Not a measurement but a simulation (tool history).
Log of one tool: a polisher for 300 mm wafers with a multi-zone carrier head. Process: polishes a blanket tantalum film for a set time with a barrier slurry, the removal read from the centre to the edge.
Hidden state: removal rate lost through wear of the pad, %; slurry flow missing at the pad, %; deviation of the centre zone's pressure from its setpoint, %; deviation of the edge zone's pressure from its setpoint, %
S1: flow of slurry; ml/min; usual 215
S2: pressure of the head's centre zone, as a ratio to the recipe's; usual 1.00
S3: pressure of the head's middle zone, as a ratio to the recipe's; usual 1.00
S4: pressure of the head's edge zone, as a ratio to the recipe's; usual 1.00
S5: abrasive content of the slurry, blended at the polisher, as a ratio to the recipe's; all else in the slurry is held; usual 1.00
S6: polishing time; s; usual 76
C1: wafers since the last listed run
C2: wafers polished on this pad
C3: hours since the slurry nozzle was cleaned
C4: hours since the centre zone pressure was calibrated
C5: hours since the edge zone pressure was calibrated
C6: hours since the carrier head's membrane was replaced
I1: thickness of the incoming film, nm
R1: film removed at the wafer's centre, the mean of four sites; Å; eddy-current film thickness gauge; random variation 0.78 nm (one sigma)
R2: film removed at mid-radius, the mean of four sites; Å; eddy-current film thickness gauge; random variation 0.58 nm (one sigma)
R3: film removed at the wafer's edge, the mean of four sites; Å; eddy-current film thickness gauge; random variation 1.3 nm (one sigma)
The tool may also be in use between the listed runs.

run	day	S1	S2	S3	S4	S5	S6	C1	C2	C3	C4	C5	C6	I1	R1	R2	R3
1	0.000	215	1.08	1.00	1.00	1.00	76	0	505	71.5	1266.7	96.6	345.7	288.7	955	859	867
2	0.888	215	1.00	1.00	1.00	1.00	76	141	646	92.8	1288.0	117.9	367.0	290.4	861	851	862
3	1.479	215	1.00	1.00	1.00	1.00	76	94	740	107.0	1302.2	132.1	381.2	292.2	858	859	855
4	2.558	215	1.11	0.90	1.00	0.70	76	171	911	132.9	1328.1	158.0	407.1	291.8	849	682	765
# day 3.654: carrier head's membrane replaced by a new one
# day 3.696: centre zone pressure recalibrated
5	3.717	215	1.00	1.00	1.00	1.00	76	143	1055	160.7	0.5	185.8	1.5	295.4	860	836	845
6	4.217	215	0.89	1.10	1.10	1.00	65	79	1134	172.7	12.5	197.8	13.5	291.4	642	771	759
7	5.542	215	1.08	1.00	1.00	1.00	76	210	1345	204.5	44.3	229.6	45.3	290.5	917	820	848
8	6.096	215	1.00	0.90	1.11	1.00	76	88	1433	217.8	57.6	242.9	58.6	287.8	832	757	884
# day 6.800: worn pad replaced by a new one, of another model than before
9	9.854	215	1.00	1.00	1.09	1.00	76	570	485	308.0	147.8	333.1	148.8	287.7	901	875	910
10	11.158	285	1.00	1.00	1.00	1.20	76	207	692	339.3	179.1	364.4	180.1	288.5	941	920	913
11	11.962	215	0.95	1.00	1.11	1.00	84	127	820	358.6	198.4	383.7	199.4	294.8	914	938	1018
12	13.150	215	1.00	1.00	1.00	1.10	88	188	1009	387.1	226.9	412.2	227.9	292.9	1035	1011	1040
13	14.242	260	1.00	1.00	1.07	1.00	76	173	1182	413.3	253.1	438.4	254.1	289.1	866	853	885
14	15.396	215	1.00	1.00	1.04	1.20	76	183	1365	441.0	280.8	466.1	281.8	287.4	899	886	939
15	16.621	215	1.00	1.00	1.00	1.00	76	194	1560	470.4	310.2	495.5	311.2	292.0	845	818	842
# day 16.838: worn pad replaced by a new one
16	17.267	270	1.00	1.07	1.00	1.00	76	76	68	485.9	325.7	511.0	326.7	289.8	910	947	889
17	18.079	215	1.00	1.00	1.00	1.00	76	129	197	505.4	345.2	530.5	346.2	292.5	878	884	890
18	18.954	215	1.00	1.00	1.00	1.00	76	139	336	526.4	366.2	551.5	367.2	291.0	889	879	906
# day 19.446: slurry nozzle cleaned
19	19.788	215	1.00	1.00	1.00	1.00	76	125	462	8.2	386.2	571.5	387.2	289.1	887	871	909
20	20.479	150	1.00	1.00	1.00	0.75	84	109	572	24.8	402.8	588.1	403.8	289.3	868	840	833
21	21.158	215	0.95	1.10	0.95	0.90	76	107	679	41.1	419.1	604.4	420.1	291.7	808	893	819
22	22.592	215	0.95	1.00	0.96	1.00	76	227	907	75.5	453.5	638.8	454.5	288.1	815	849	835
23	23.321	215	1.00	1.00	1.00	1.00	76	115	1023	93.0	471.0	656.3	472.0	286.0	853	842	872

3 ways to go on from here, each from the tool as it stands after run 23. What would each give?
A	23.342	215	1.00	1.00	1.00	1.00	76	3	1026	93.5	471.5	656.8	472.5	289.9	?	?	?
B	23.342	165	0.92	1.00	1.09	1.00	76	3	1026	93.5	471.5	656.8	472.5	289.9	?	?	?
C	23.342	260	1.00	0.97	1.00	1.30	76	3	1026	93.5	471.5	656.8	472.5	289.9	?	?	?

run	R1	R2	R3
A	849	848	842
B	764	832	867
C	924	899	913
Without the tool's hidden state the same runs would have given:
run	R1	R2	R3
A	896	895	889
B	806	878	914
C	975	948	963
